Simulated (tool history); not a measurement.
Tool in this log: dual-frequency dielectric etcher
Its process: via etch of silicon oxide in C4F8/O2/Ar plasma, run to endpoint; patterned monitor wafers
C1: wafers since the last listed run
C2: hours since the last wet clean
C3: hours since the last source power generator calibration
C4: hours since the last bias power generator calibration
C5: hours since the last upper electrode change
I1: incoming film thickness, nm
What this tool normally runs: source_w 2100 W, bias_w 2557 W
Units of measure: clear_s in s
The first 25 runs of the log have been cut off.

run 26 hour=1333.5 | source_w=1830 bias_w=2797 | C1=1058 C2=480.8 C3=569.3 C4=625.6 C5=747.4 | I1=1852.8 | clear_s=316
-- hour=1359.7 wet clean of the chamber
run 27 hour=1390.4 | source_w=2100 bias_w=2557 | C1=208 C2=30.7 C3=626.2 C4=682.5 C5=804.3 | I1=1852.7 | clear_s=305.7
run 28 hour=1426.2 | source_w=2100 bias_w=2341 | C1=226 C2=66.5 C3=662 C4=718.3 C5=840.1 | I1=1852.4 | clear_s=323.8
run 29 hour=1484.1 | source_w=2100 bias_w=2996 | C1=366 C2=124.4 C3=719.9 C4=776.2 C5=898 | I1=1870.5 | clear_s=270.8
run 30 hour=1518.1 | source_w=2100 bias_w=2557 | C1=215 C2=158.4 C3=753.9 C4=810.2 C5=932 | I1=1838.6 | clear_s=298.4
run 31 hour=1548.9 | source_w=1750 bias_w=2958 | C1=194 C2=189.2 C3=784.7 C4=841 C5=962.8 | I1=1839.5 | clear_s=323
run 32 hour=1585.4 | source_w=1870 bias_w=2557 | C1=230 C2=225.7 C3=821.2 C4=877.5 C5=999.3 | I1=1859 | clear_s=336.3
run 33 hour=1643.5 | source_w=2400 bias_w=2557 | C1=367 C2=283.8 C3=879.3 C4=935.6 C5=1057.4 | I1=1871.9 | clear_s=274.3
run 34 hour=1683.6 | source_w=2100 bias_w=2116 | C1=253 C2=323.9 C3=919.4 C4=975.7 C5=1097.5 | I1=1865.6 | clear_s=362.4
-- hour=1759 wet clean of the chamber
run 35 hour=1759.5 | source_w=2100 bias_w=2557 | C1=328 C2=0.5 C3=995.3 C4=1051.6 C5=1173.4 | I1=1865.6 | clear_s=303.8
run 36 hour=1780.9 | source_w=2100 bias_w=2557 | C1=135 C2=21.9 C3=1016.7 C4=1073 C5=1194.8 | I1=1856.1 | clear_s=305.2

Forecast each of these 3 alternatives for the next run:
run A hour=1781.4 | source_w=2100 bias_w=2557 | C1=3 C2=22.4 C3=1017.2 C4=1073.5 C5=1195.3 | I1=1865.5 | clear_s=?
run B hour=1781.4 | source_w=2290 bias_w=2323 | C1=3 C2=22.4 C3=1017.2 C4=1073.5 C5=1195.3 | I1=1865.5 | clear_s=?
run C hour=1781.4 | source_w=1620 bias_w=2158 | C1=3 C2=22.4 C3=1017.2 C4=1073.5 C5=1195.3 | I1=1865.5 | clear_s=?

run=A clear_s=306.1
run=B clear_s=309.1
run=C clear_s=457.5
Without the tool's unlogged condition, the same runs would have read:
run=A clear_s=302.5
run=B clear_s=305.4
run=C clear_s=451.9
